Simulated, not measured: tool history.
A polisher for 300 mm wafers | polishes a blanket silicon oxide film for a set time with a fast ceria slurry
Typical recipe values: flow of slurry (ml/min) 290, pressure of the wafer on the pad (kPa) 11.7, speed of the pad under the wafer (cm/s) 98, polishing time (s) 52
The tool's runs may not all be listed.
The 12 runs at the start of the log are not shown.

| run | hour | flow of slurry (ml/min) | pressure of the wafer on the pad (kPa) | speed of the pad under the wafer (cm/s) | polishing time (s) | incoming thickness of the incoming film, nm | film removed (nm) |
|---|---|---|---|---|---|---|---|
|  | 180.2 | worn pad replaced by a new one |
|  | 193.1 | head pressure recalibrated |
| 13 | 193.6 | 365 | 11.7 | 98 | 52 | 3488.4 | 451.7 |
| 14 | 199.6 | 290 | 11.7 | 98 | 52 | 3475.6 | 451.1 |
| 15 | 214.5 | 290 | 11.7 | 98 | 52 | 3551.4 | 459 |
| 16 | 225.8 | 290 | 11.7 | 98 | 52 | 3473.6 | 456.4 |
| 17 | 242.6 | 290 | 11.7 | 98 | 52 | 3473.8 | 462.9 |
| 18 | 249.5 | 290 | 14.5 | 98 | 52 | 3506.8 | 543 |
| 19 | 262.7 | 245 | 11.7 | 98 | 52 | 3515.9 | 443.7 |
| 20 | 274 | 255 | 7.6 | 116 | 52 | 3489.6 | 355.2 |
| 21 | 284.1 | 255 | 11.7 | 98 | 61 | 3488.7 | 518.1 |
|  | 301.9 | worn pad replaced by a new one |
| 22 | 302.4 | 290 | 11.7 | 98 | 65 | 3481.4 | 561.5 |
| 23 | 317.1 | 255 | 11.7 | 98 | 61 | 3465.6 | 514.9 |

Predict the results of run 24:
| 24 | 335.1 | 320 | 11.7 | 98 | 42 | 3554.2 | ? |

film removed (nm): 362.2
Without the tool's hidden state the same run would have given film removed (nm) 365.4.

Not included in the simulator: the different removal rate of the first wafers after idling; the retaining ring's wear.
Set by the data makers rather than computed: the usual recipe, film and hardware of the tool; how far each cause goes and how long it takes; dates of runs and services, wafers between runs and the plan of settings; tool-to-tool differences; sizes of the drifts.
